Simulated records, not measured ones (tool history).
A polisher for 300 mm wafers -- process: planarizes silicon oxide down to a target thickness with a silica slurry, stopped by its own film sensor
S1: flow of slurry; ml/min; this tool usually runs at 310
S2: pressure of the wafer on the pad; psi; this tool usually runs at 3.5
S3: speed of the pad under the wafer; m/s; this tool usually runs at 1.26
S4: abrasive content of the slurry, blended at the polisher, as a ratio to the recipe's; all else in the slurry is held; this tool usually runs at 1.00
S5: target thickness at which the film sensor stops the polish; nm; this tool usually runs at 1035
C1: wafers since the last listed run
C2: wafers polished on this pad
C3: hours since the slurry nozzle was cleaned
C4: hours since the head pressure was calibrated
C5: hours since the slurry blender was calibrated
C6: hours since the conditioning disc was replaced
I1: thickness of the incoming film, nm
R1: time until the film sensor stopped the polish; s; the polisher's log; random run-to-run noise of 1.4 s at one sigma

Run 1, hour 0.0: usual settings but S5 1005 nm; C1 0; C2 3262; C3 296.8; C4 778.1; C5 135.0; C6 125.6; I1 1374.5. Result: R1 111.1 s.
At hour 106.1: worn pad replaced by a new one.
At hour 138.3: head pressure recalibrated.
Run 2, hour 205.7: usual settings; C1 2008; C2 981; C3 502.5; C4 67.4; C5 340.7; C6 331.3; I1 1350.7. Result: R1 86.5 s.
At hour 226.6: slurry nozzle cleaned.
Run 3, hour 272.5: usual settings; C1 661; C2 1642; C3 45.9; C4 134.2; C5 407.5; C6 398.1; I1 1380.7. Result: R1 92.6 s.
At hour 291.8: conditioning disc replaced and pad reconditioned.
Run 4, hour 298.3: usual settings but S1 245 ml/min, S2 2.4 psi, S3 0.94 m/s, S5 995 nm; C1 239; C2 1882; C3 71.7; C4 160.0; C5 433.3; C6 6.5; I1 1365.3. Result: R1 180.5 s.
Run 5, hour 335.2: usual settings but S2 3.0 psi; C1 371; C2 2253; C3 108.6; C4 196.9; C5 470.2; C6 43.4; I1 1384.6. Result: R1 110.4 s.
At hour 377.9: slurry blender recalibrated.
Run 6, hour 398.5: usual settings; C1 616; C2 2869; C3 171.9; C4 260.2; C5 20.6; C6 106.7; I1 1376.2. Result: R1 93.7 s.
Run 7, hour 464.8: usual settings but S1 255 ml/min, S5 1091 nm; C1 666; C2 3536; C3 238.2; C4 326.5; C5 86.9; C6 173.0; I1 1359.7. Result: R1 75.2 s.
Run 8, hour 527.2: usual settings; C1 627; C2 4163; C3 300.6; C4 388.9; C5 149.3; C6 235.4; I1 1344.6. Result: R1 82.5 s.
Run 9, hour 593.3: usual settings; C1 664; C2 4828; C3 366.7; C4 455.0; C5 215.4; C6 301.5; I1 1376.1. Result: R1 94.9 s.
At hour 609.6: worn pad replaced by a new one.
Run 10, hour 630.2: usual settings but S1 380 ml/min; C1 330; C2 207; C3 403.6; C4 491.9; C5 252.3; C6 338.4; I1 1363.5. Result: R1 87.4 s.
Run 11, hour 661.7: usual settings but S4 1.25, S5 966 nm; C1 316; C2 524; C3 435.1; C4 523.4; C5 283.8; C6 369.9; I1 1341.9. Result: R1 97.2 s.
Run 12, hour 716.2: usual settings but S1 265 ml/min, S3 0.94 m/s, S4 1.10, S5 969 nm; C1 548; C2 1072; C3 489.6; C4 577.9; C5 338.3; C6 424.4; I1 1359.6. Result: R1 127.2 s.
At hour 731.2: slurry nozzle cleaned.
At hour 777.2: slurry blender recalibrated.
Run 13, hour 777.5: usual settings but S2 4.3 psi, S5 969 nm; C1 586; C2 1658; C3 46.3; C4 639.2; C5 0.3; C6 485.7; I1 1356.3. Result: R1 87.9 s.
At hour 811.3: conditioning disc replaced and pad reconditioned.
Run 14, hour 840.4: usual settings; C1 612; C2 2270; C3 109.2; C4 702.1; C5 63.2; C6 29.1; I1 1355.8. Result: R1 91.1 s.
Run 15, hour 898.1: usual settings but S1 255 ml/min; C1 580; C2 2851; C3 166.9; C4 759.8; C5 120.9; C6 86.8; I1 1352.9. Result: R1 93.8 s.
Run 16, hour 994.4: usual settings but S4 1.25, S5 966 nm; C1 968; C2 3819; C3 263.2; C4 856.1; C5 217.2; C6 183.1; I1 1342.4. Result: R1 101.6 s.
Run 17, hour 1054.4: usual settings but S4 1.20, S5 1085 nm; C1 603; C2 4423; C3 323.2; C4 916.1; C5 277.2; C6 243.1; I1 1369.1. Result: R1 80.5 s.
At hour 1110.5: worn pad replaced by a new one.
Run 18, hour 1118.5: usual settings but S4 0.90, S5 1149 nm; C1 604; C2 80; C3 387.3; C4 980.2; C5 341.3; C6 307.2; I1 1335.3. Result: R1 59.1 s.
Run 19, hour 1153.2: usual settings but S1 240 ml/min, S2 4.1 psi, S3 1.48 m/s, S4 0.75; C1 348; C2 429; C3 422.0; C4 1014.9; C5 376.0; C6 341.9; I1 1353.3. Result: R1 87.3 s.
At hour 1171.4: slurry nozzle cleaned.
At hour 1192.9: slurry blender recalibrated.
Run 20, hour 1207.0: usual settings but S2 2.8 psi, S4 0.70, S5 1105 nm; C1 510; C2 940; C3 35.6; C4 1068.7; C5 14.1; C6 395.7; I1 1370.5. Result: R1 115.5 s.
At hour 1218.7: conditioning disc replaced and pad reconditioned.
Run 21, hour 1231.8: usual settings but S4 1.10; C1 229; C2 1169; C3 60.4; C4 1093.5; C5 38.9; C6 13.1; I1 1338.5. Result: R1 89.4 s.
At hour 1234.7: head pressure recalibrated.
Run 22, hour 1299.1: usual settings; C1 656; C2 1825; C3 127.7; C4 64.4; C5 106.2; C6 80.4; I1 1335.9. Result: R1 80.7 s.
Run 23, hour 1325.6: usual settings but S5 1005 nm; C1 266; C2 2092; C3 154.2; C4 90.9; C5 132.7; C6 106.9; I1 1345.9. Result: R1 94.8 s.
Run 24, hour 1379.0: usual settings but S3 1.38 m/s; C1 537; C2 2629; C3 207.6; C4 144.3; C5 186.1; C6 160.3; I1 1382.3. Result: R1 90.1 s.

The tool's hidden state at each run:
removal rate lost through wear of the pad, %: 0 in every run
slurry flow missing at the pad, %: 0 in every run
abrasive missing from the slurry, %: 0 in every run
time polished since the conditioner stopped cutting, s: 0 in every run
H1: deviation of the head's pressure from its setpoint, %
run       H1
  1    -8.54
  2     1.77
  3      1.6
  4     1.51
  5     1.34
  6    0.979
  7     0.49
  8  -0.0715
  9   -0.773
 10    -1.21
 11    -1.62
 12    -2.37
 13    -3.31
 14    -4.37
 15    -5.43
 16    -7.39
 17    -8.73
 18    -10.3
 19    -11.1
 20    -12.5
 21    -13.2
 22     0.25
 23    0.198
 24   0.0404
